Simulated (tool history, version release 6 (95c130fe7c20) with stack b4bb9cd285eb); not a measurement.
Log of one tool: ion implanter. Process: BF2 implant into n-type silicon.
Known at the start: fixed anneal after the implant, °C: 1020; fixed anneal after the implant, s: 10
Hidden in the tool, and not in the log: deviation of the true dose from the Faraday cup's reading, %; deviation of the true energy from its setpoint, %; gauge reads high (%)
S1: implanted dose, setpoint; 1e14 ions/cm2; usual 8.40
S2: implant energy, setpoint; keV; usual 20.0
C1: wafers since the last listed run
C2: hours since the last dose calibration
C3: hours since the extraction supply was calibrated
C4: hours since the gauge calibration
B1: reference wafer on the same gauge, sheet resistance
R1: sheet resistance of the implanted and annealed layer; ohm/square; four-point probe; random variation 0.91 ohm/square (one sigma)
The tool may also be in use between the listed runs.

| run | hour | S1 | S2 | C1 | C2 | C3 | C4 | B1 | R1 |
|---|---|---|---|---|---|---|---|---|---|
| 1 | 0.0 | 8.40 | 23.0 | 0 | 526.6 | 2420.7 | 1191.5 | 232.10 | 199.34 |
| 2 | 47.5 | 8.40 | 20.0 | 1009 | 574.1 | 2468.2 | 1239.0 | 231.67 | 209.89 |
| 3 | 114.2 | 8.40 | 20.0 | 1417 | 640.8 | 2534.9 | 1305.7 | 231.59 | 208.10 |
| 4 | 168.3 | 10.17 | 25.0 | 1149 | 694.9 | 2589.0 | 1359.8 | 231.83 | 178.18 |
| 5 | 273.1 | 10.17 | 25.0 | 2226 | 799.7 | 2693.8 | 1464.6 | 232.37 | 177.03 |
| 6 | 344.4 | 8.40 | 20.0 | 1515 | 871.0 | 2765.1 | 1535.9 | 232.27 | 210.22 |
| 7 | 412.6 | 8.40 | 20.0 | 1449 | 939.2 | 2833.3 | 1604.1 | 232.05 | 208.77 |
| 8 | 469.9 | 9.33 | 25.5 | 1217 | 996.5 | 2890.6 | 1661.4 | 231.81 | 180.47 |
| 9 | 535.7 | 9.74 | 22.5 | 1398 | 1062.3 | 2956.4 | 1727.2 | 232.52 | 189.28 |
| 10 | 601.7 | 9.74 | 22.5 | 1402 | 1128.3 | 3022.4 | 1793.2 | 232.00 | 188.40 |
| 11 | 637.2 | 8.40 | 24.5 | 754 | 1163.8 | 3057.9 | 1828.7 | 231.59 | 194.12 |
| 12 | 698.2 | 8.40 | 24.5 | 1296 | 1224.8 | 3118.9 | 1889.7 | 231.88 | 192.63 |
|  | 737.0 | extraction supply calibrated |
| 13 | 744.1 | 8.40 | 24.5 | 805 | 1270.7 | 7.1 | 1935.6 | 232.19 | 194.26 |
| 14 | 796.6 | 8.40 | 17.0 | 1115 | 1323.2 | 59.6 | 1988.1 | 231.57 | 224.29 |
| 15 | 826.1 | 7.23 | 13.5 | 626 | 1352.7 | 89.1 | 2017.6 | 232.21 | 257.77 |
| 16 | 870.1 | 8.40 | 20.0 | 934 | 1396.7 | 133.1 | 2061.6 | 231.83 | 210.12 |
| 17 | 936.1 | 10.23 | 20.0 | 1402 | 1462.7 | 199.1 | 2127.6 | 231.99 | 197.20 |
| 18 | 983.8 | 8.40 | 26.0 | 1013 | 1510.4 | 246.8 | 2175.3 | 232.67 | 190.36 |
| 19 | 1041.9 | 10.82 | 22.5 | 1234 | 1568.5 | 304.9 | 2233.4 | 231.56 | 181.32 |
| 20 | 1079.1 | 7.57 | 25.5 | 790 | 1605.7 | 342.1 | 2270.6 | 232.01 | 201.25 |
| 21 | 1119.1 | 8.40 | 24.5 | 849 | 1645.7 | 382.1 | 2310.6 | 232.32 | 194.56 |
| 22 | 1181.7 | 7.35 | 13.5 | 1330 | 1708.3 | 444.7 | 2373.2 | 232.14 | 256.99 |
|  | 1210.7 | Faraday cup replaced and dose calibrated |
| 23 | 1222.5 | 8.40 | 20.0 | 696 | 11.8 | 485.5 | 2414.0 | 232.08 | 209.84 |
| 24 | 1258.0 | 7.10 | 18.0 | 754 | 47.3 | 521.0 | 2449.5 | 232.05 | 233.29 |
|  | 1288.7 | gauge calibrated |
| 25 | 1329.6 | 10.31 | 14.5 | 1521 | 118.9 | 592.6 | 40.9 | 232.17 | 225.91 |
| 26 | 1356.8 | 9.33 | 25.5 | 577 | 146.1 | 619.8 | 68.1 | 231.86 | 182.30 |
| 27 | 1426.0 | 7.57 | 26.0 | 1470 | 215.3 | 689.0 | 137.3 | 232.04 | 198.80 |
| 28 | 1486.5 | 8.40 | 20.0 | 1285 | 275.8 | 749.5 | 197.8 | 231.91 | 208.86 |
| 29 | 1555.1 | 8.40 | 20.0 | 1457 | 344.4 | 818.1 | 266.4 | 231.63 | 210.32 |
| 30 | 1600.2 | 8.40 | 15.5 | 958 | 389.5 | 863.2 | 311.5 | 231.72 | 230.98 |
| 31 | 1654.0 | 6.13 | 16.5 | 1143 | 443.3 | 917.0 | 365.3 | 232.10 | 256.97 |
| 32 | 1720.6 | 8.40 | 20.0 | 1415 | 509.9 | 983.6 | 431.9 | 231.94 | 208.25 |
| 33 | 1760.9 | 10.74 | 20.0 | 856 | 550.2 | 1023.9 | 472.2 | 231.87 | 191.98 |
| 34 | 1800.2 | 6.54 | 23.0 | 835 | 589.5 | 1063.2 | 511.5 | 232.09 | 225.62 |
| 35 | 1845.5 | 8.40 | 15.0 | 962 | 634.8 | 1108.5 | 556.8 | 232.26 | 236.48 |
| 36 | 1932.4 | 10.83 | 23.5 | 1846 | 721.7 | 1195.4 | 643.7 | 232.02 | 178.58 |
| 37 | 1974.0 | 6.13 | 25.5 | 883 | 763.3 | 1237.0 | 685.3 | 231.92 | 228.71 |

How the hidden state differs across the entries between the runs, from the last listed run before each to the first after it:
Between runs 12 and 13: extraction supply calibrated (hour 737.0)
  no hidden state differs between the two runs
Between runs 22 and 23: Faraday cup replaced and dose calibrated (hour 1210.7)
  no hidden state differs between the two runs
Between runs 24 and 25: gauge calibrated (hour 1288.7)
  no hidden state differs between the two runs

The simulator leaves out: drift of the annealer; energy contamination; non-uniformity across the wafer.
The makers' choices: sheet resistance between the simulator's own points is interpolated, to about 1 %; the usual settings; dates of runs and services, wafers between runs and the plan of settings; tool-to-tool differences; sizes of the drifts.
